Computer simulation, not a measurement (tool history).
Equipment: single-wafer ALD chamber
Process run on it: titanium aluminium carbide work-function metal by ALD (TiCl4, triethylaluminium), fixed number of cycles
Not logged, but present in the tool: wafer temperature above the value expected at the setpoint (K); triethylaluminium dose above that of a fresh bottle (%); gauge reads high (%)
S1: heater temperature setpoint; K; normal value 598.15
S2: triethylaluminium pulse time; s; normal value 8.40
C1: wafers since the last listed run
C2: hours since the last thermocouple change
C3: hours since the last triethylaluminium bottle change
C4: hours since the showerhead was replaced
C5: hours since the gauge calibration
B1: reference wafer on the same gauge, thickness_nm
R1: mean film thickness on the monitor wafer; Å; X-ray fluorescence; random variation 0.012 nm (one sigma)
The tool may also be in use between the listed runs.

run 1 day=0.000 | S1=598.15 S2=5.86 | C1=0 C2=399.7 C3=494.7 C4=3201.6 C5=1190.7 | B1=2.317 | R1=18.58
run 2 day=2.083 | S1=598.15 S2=5.86 | C1=799 C2=449.7 C3=544.7 C4=3251.6 C5=1240.7 | B1=2.318 | R1=18.91
run 3 day=3.708 | S1=598.15 S2=5.86 | C1=623 C2=488.7 C3=583.7 C4=3290.6 C5=1279.7 | B1=2.318 | R1=18.85
run 4 day=6.646 | S1=598.15 S2=8.40 | C1=1127 C2=559.2 C3=654.2 C4=3361.1 C5=1350.2 | B1=2.318 | R1=20.21
run 5 day=8.329 | S1=598.15 S2=8.40 | C1=645 C2=599.6 C3=694.6 C4=3401.5 C5=1390.6 | B1=2.316 | R1=20.33
run 6 day=9.858 | S1=598.15 S2=8.40 | C1=586 C2=636.3 C3=731.3 C4=3438.2 C5=1427.3 | B1=2.317 | R1=20.35
run 7 day=11.471 | S1=598.15 S2=5.94 | C1=618 C2=675.0 C3=770.0 C4=3476.9 C5=1466.0 | B1=2.316 | R1=18.94
-- day=12.421 triethylaluminium bottle replaced
run 8 day=13.762 | S1=603.15 S2=8.40 | C1=751 C2=730.0 C3=32.2 C4=3531.9 C5=1521.0 | B1=2.321 | R1=20.65
-- day=14.529 gauge calibrated
run 9 day=16.583 | S1=603.15 S2=8.40 | C1=1082 C2=797.7 C3=99.9 C4=3599.6 C5=49.3 | B1=2.318 | R1=20.63
run 10 day=18.417 | S1=603.15 S2=8.40 | C1=703 C2=841.7 C3=143.9 C4=3643.6 C5=93.3 | B1=2.322 | R1=20.88
run 11 day=21.196 | S1=598.15 S2=9.66 | C1=1066 C2=908.4 C3=210.6 C4=3710.3 C5=160.0 | B1=2.320 | R1=20.68
run 12 day=27.833 | S1=598.15 S2=8.40 | C1=2546 C2=1067.7 C3=369.9 C4=3869.6 C5=319.3 | B1=2.315 | R1=20.15
run 13 day=31.883 | S1=598.15 S2=8.40 | C1=1554 C2=1164.9 C3=467.1 C4=3966.8 C5=416.5 | B1=2.319 | R1=20.28
run 14 day=33.046 | S1=598.15 S2=8.40 | C1=446 C2=1192.8 C3=495.0 C4=3994.7 C5=444.4 | B1=2.319 | R1=20.16
run 15 day=34.875 | S1=598.15 S2=8.40 | C1=701 C2=1236.7 C3=538.9 C4=4038.6 C5=488.3 | B1=2.321 | R1=20.39
run 16 day=37.554 | S1=594.15 S2=9.60 | C1=1028 C2=1301.0 C3=603.2 C4=4102.9 C5=552.6 | B1=2.319 | R1=20.35
run 17 day=40.467 | S1=609.15 S2=11.35 | C1=1117 C2=1370.9 C3=673.1 C4=4172.8 C5=622.5 | B1=2.321 | R1=21.97
run 18 day=41.958 | S1=611.15 S2=11.71 | C1=572 C2=1406.7 C3=708.9 C4=4208.6 C5=658.3 | B1=2.322 | R1=22.27
run 19 day=43.367 | S1=598.15 S2=8.40 | C1=540 C2=1440.5 C3=742.7 C4=4242.4 C5=692.1 | B1=2.318 | R1=20.19
-- day=43.817 thermocouple changed; heater temperature recalibrated
run 20 day=44.583 | S1=606.15 S2=11.32 | C1=338 C2=18.4 C3=771.9 C4=4271.6 C5=721.3 | B1=2.320 | R1=21.41
-- day=45.625 showerhead replaced
-- day=51.104 triethylaluminium bottle replaced
run 21 day=52.646 | S1=598.15 S2=8.40 | C1=2837 C2=211.9 C3=37.0 C4=168.5 C5=914.8 | B1=2.320 | R1=20.12
run 22 day=55.225 | S1=593.15 S2=10.49 | C1=989 C2=273.8 C3=98.9 C4=230.4 C5=976.7 | B1=2.324 | R1=20.54
run 23 day=56.942 | S1=604.15 S2=5.65 | C1=658 C2=315.0 C3=140.1 C4=271.6 C5=1017.9 | B1=2.321 | R1=19.10
run 24 day=59.388 | S1=598.15 S2=8.40 | C1=938 C2=373.7 C3=198.8 C4=330.3 C5=1076.6 | B1=2.320 | R1=20.37
run 25 day=62.296 | S1=590.15 S2=5.16 | C1=1115 C2=443.5 C3=268.6 C4=400.1 C5=1146.4 | B1=2.319 | R1=17.41
run 26 day=64.658 | S1=612.15 S2=6.58 | C1=906 C2=500.2 C3=325.3 C4=456.8 C5=1203.1 | B1=2.320 | R1=20.69
run 27 day=66.012 | S1=612.15 S2=5.14 | C1=519 C2=532.7 C3=357.8 C4=489.3 C5=1235.6 | B1=2.320 | R1=19.35
-- day=69.850 gauge calibrated
run 28 day=72.604 | S1=598.15 S2=8.40 | C1=2529 C2=690.9 C3=516.0 C4=647.5 C5=66.1 | B1=2.320 | R1=20.29
run 29 day=73.975 | S1=607.15 S2=6.18 | C1=526 C2=723.8 C3=548.9 C4=680.4 C5=99.0 | B1=2.321 | R1=19.88
run 30 day=79.092 | S1=593.15 S2=10.31 | C1=1963 C2=846.6 C3=671.7 C4=803.2 C5=221.8 | B1=2.319 | R1=20.23
run 31 day=81.075 | S1=598.15 S2=6.28 | C1=761 C2=894.2 C3=719.3 C4=850.8 C5=269.4 | B1=2.320 | R1=19.41

What does the tool deliver on the next run?
run 32 day=82.938 | S1=606.15 S2=7.06 | C1=714 C2=938.9 C3=764.0 C4=895.5 C5=314.1 | B1=? | R1=?

Run 32 measured B1 2.319, R1 20.28 Å.
Without the tool's hidden state the same run would have given R1 20.28 Å.
